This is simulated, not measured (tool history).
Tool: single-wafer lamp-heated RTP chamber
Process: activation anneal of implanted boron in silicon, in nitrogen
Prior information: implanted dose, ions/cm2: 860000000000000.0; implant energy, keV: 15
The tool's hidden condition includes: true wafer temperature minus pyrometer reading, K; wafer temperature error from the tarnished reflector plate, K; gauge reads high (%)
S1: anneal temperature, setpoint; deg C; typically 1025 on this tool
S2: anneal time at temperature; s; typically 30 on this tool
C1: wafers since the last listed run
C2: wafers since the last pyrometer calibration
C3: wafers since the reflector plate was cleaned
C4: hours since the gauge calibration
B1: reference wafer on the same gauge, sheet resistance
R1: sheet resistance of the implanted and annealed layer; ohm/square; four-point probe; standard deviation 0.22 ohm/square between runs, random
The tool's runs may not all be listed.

run	hour	S1	S2	C1	C2	C3	C4	B1	R1
1	0.0	1025	30	0	2932	9070	1117.2	107.97	134.87
2	65.5	1025	30	431	3363	9501	1182.7	108.07	134.69
3	96.6	1025	30	204	3568	9706	1213.8	107.99	134.60
4	154.2	1009	30	379	3947	10085	1271.4	108.02	135.68
5	207.1	1025	30	348	4295	10433	1324.3	107.95	133.99
6	245.0	1025	30	249	4545	10683	1362.2	108.02	134.17
7	310.3	1025	30	429	4975	11113	1427.5	108.00	134.15
# hour 381.7: pyrometer window cleaned and pyrometer calibrated
8	382.2	1025	30	420	3	11534	1499.4	108.05	134.82
9	416.2	1025	40	223	227	11758	1533.4	107.99	134.13
# hour 477.4: reflector plate cleaned
10	478.3	1025	30	356	583	6	1595.5	107.97	134.82
11	517.1	1025	30	255	839	261	1634.3	108.12	134.96
12	602.6	1025	30	562	1402	824	1719.8	107.88	134.27
13	634.4	1025	30	209	1611	1033	1751.6	107.96	134.77
# hour 638.7: gauge calibrated
14	669.8	1025	30	233	1844	1267	31.1	107.99	134.86
15	719.5	1025	30	327	2171	1594	80.8	108.06	134.36
16	759.1	1002	23	260	2432	1855	120.4	108.02	138.57
17	790.9	1037	16	209	2641	2064	152.2	107.99	134.56
18	904.1	1007	17	745	3387	2809	265.4	108.03	137.37
19	932.7	1025	24	188	3575	2998	294.0	107.91	134.47
20	989.9	1049	17	376	3952	3374	351.2	108.03	133.99
21	1022.8	1016	21	216	4168	3591	384.1	107.97	135.62
# hour 1074.2: pyrometer window cleaned and pyrometer calibrated
22	1074.7	1025	30	289	3	3880	436.0	108.00	134.96
23	1176.8	1051	25	672	675	4552	538.1	107.99	133.48
24	1211.3	1012	30	227	902	4779	572.6	107.97	136.77
25	1246.0	1033	41	228	1131	5008	607.3	108.06	133.36
26	1398.9	1040	38	1006	2138	6015	760.2	108.03	132.74
27	1469.3	1016	42	463	2601	6478	830.6	108.03	134.73

Consider 3 possible next runs. They are alternatives, not a sequence: every one starts from the tool as it was left by run 27. What does each give?
A	1469.7	1025	30	2	2604	6481	831.0	?	?
B	1469.7	1014	14	2	2604	6481	831.0	?	?
C	1469.7	1037	45	2	2604	6481	831.0	?	?

run	B1	R1
A	108.11	134.34
B	108.11	136.94
C	108.11	132.51
What these runs would have given with no unlogged condition in the tool:
run	R1
A	134.76
B	137.61
C	132.80
